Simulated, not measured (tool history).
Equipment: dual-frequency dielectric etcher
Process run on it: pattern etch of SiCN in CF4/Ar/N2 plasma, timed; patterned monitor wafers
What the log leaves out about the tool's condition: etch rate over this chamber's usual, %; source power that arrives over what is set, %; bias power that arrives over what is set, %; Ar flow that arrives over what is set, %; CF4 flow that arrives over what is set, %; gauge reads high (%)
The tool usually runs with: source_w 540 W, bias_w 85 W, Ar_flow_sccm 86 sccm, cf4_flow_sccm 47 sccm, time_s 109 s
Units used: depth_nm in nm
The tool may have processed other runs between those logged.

run   hour  source_w  bias_w  Ar_flow_sccm  cf4_flow_sccm  time_s  wafers since the last listed run  hours since the last wet clean  hours since the last source power generator calibration  hours since the last bias power generator calibration  hours since the last Ar flow controller change  hours since the last CF4 flow controller change  hours since the last upper electrode change  hours since the gauge calibration  read-back reference wafer on the same gauge, depth_nm  depth_nm
  1      0       540      85            73             47   122.5                                 0                           416.4                                                   4147.7                                                 3679.3                                          1923.8                                           1362.2                                       3929.4                               39.2                                                  129.8     138.4
  2   10.8       540      85            73             47   122.5                               109                           427.2                                                   4158.5                                                 3690.1                                          1934.6                                             1373                                       3940.2                                 50                                                  129.8     140.2
  3   18.7       540      85            73             47   122.5                                80                           435.1                                                   4166.4                                                   3698                                          1942.5                                           1380.9                                       3948.1                               57.9                                                  129.9     140.1
  4   31.7       540      85            86             47     109                               132                           448.1                                                   4179.4                                                   3711                                          1955.5                                           1393.9                                       3961.1                               70.9                                                  130.1     120.5
  5   43.2       540      85            86             47     109                               116                           459.6                                                   4190.9                                                 3722.5                                            1967                                           1405.4                                       3972.6                               82.4                                                  129.9     120.2
  6     56       540      85            86             47     109                               130                           472.4                                                   4203.7                                                 3735.3                                          1979.8                                           1418.2                                       3985.4                               95.2                                                    130       120
      69.8  -- bias power generator calibrated
      75.2  -- source power generator calibrated
      79.6  -- Ar flow controller replaced
      85.8  -- gauge calibrated
      91.3  -- upper electrode replaced
     103.5  -- wet clean of the chamber
  7    104       540      85            86             47     109                               119                             0.5                                                     28.8                                                   34.2                                            24.4                                           1466.2                                         12.7                               18.2                                                    130       120
  8  104.3       430      85            68             52   128.5                                 3                             0.8                                                     29.1                                                   34.5                                            24.7                                           1466.5                                           13                               18.5                                                  129.9     116.6
  9  104.7       540      85            86             47     109                                 4                             1.2                                                     29.5                                                   34.9                                            25.1                                           1466.9                                         13.4                               18.9                                                  129.9     120.4
 10  105.4       470      92            77             47     133                                 7                             1.9                                                     30.2                                                   35.6                                            25.8                                           1467.6                                         14.1                               19.6                                                  129.9     131.9
 11  118.5       540      96            86             57     140                               133                              15                                                     43.3                                                   48.7                                            38.9                                           1480.7                                         27.2                               32.7                                                    130     163.2
     125.1  -- CF4 flow controller replaced
 12  133.6       540      85            86             47    86.5                                92                            30.1                                                     58.4                                                   63.8                                              54                                              8.5                                         42.3                               47.8                                                  130.1      95.1
 13  141.8       540      85            86             47     109                                83                            38.3                                                     66.6                                                     72                                            62.2                                             16.7                                         50.5                                 56                                                    130     119.3
 14  159.2       540      85            86             47     109                               176                            55.7                                                       84                                                   89.4                                            79.6                                             34.1                                         67.9                               73.4                                                    130     120.5
 15  173.3       420     105           106             57     109                               143                            69.8                                                     98.1                                                  103.5                                            93.7                                             48.2                                           82                               87.5                                                    130      97.3

Forecast each of these 5 alternatives for the next run:
  A  173.7       540     101            86             47     109                                 4                            70.2                                                     98.5                                                  103.9                                            94.1                                             48.6                                         82.4                               87.9                                                      ?         ?
  B  173.7       450      85            86             58   135.5                                 4                            70.2                                                     98.5                                                  103.9                                            94.1                                             48.6                                         82.4                               87.9                                                      ?         ?
  C  173.7       540      85            65             47   117.5                                 4                            70.2                                                     98.5                                                  103.9                                            94.1                                             48.6                                         82.4                               87.9                                                      ?         ?
  D  173.7       540      85            86             47   124.5                                 4                            70.2                                                     98.5                                                  103.9                                            94.1                                             48.6                                         82.4                               87.9                                                      ?         ?
  E  173.7       630      96           107             47     120                                 4                            70.2                                                     98.5                                                  103.9                                            94.1                                             48.6                                         82.4                               87.9                                                      ?         ?

run  read-back reference wafer on the same gauge, depth_nm  depth_nm
  A                                                  129.9     126.8
  B                                                  129.9     125.6
  C                                                  129.9     136.1
  D                                                  129.9       137
  E                                                  129.9     154.7
With no hidden state in the tool, these same runs would have given:
run  depth_nm
  A     126.8
  B     125.6
  C     136.1
  D       137
  E     154.7

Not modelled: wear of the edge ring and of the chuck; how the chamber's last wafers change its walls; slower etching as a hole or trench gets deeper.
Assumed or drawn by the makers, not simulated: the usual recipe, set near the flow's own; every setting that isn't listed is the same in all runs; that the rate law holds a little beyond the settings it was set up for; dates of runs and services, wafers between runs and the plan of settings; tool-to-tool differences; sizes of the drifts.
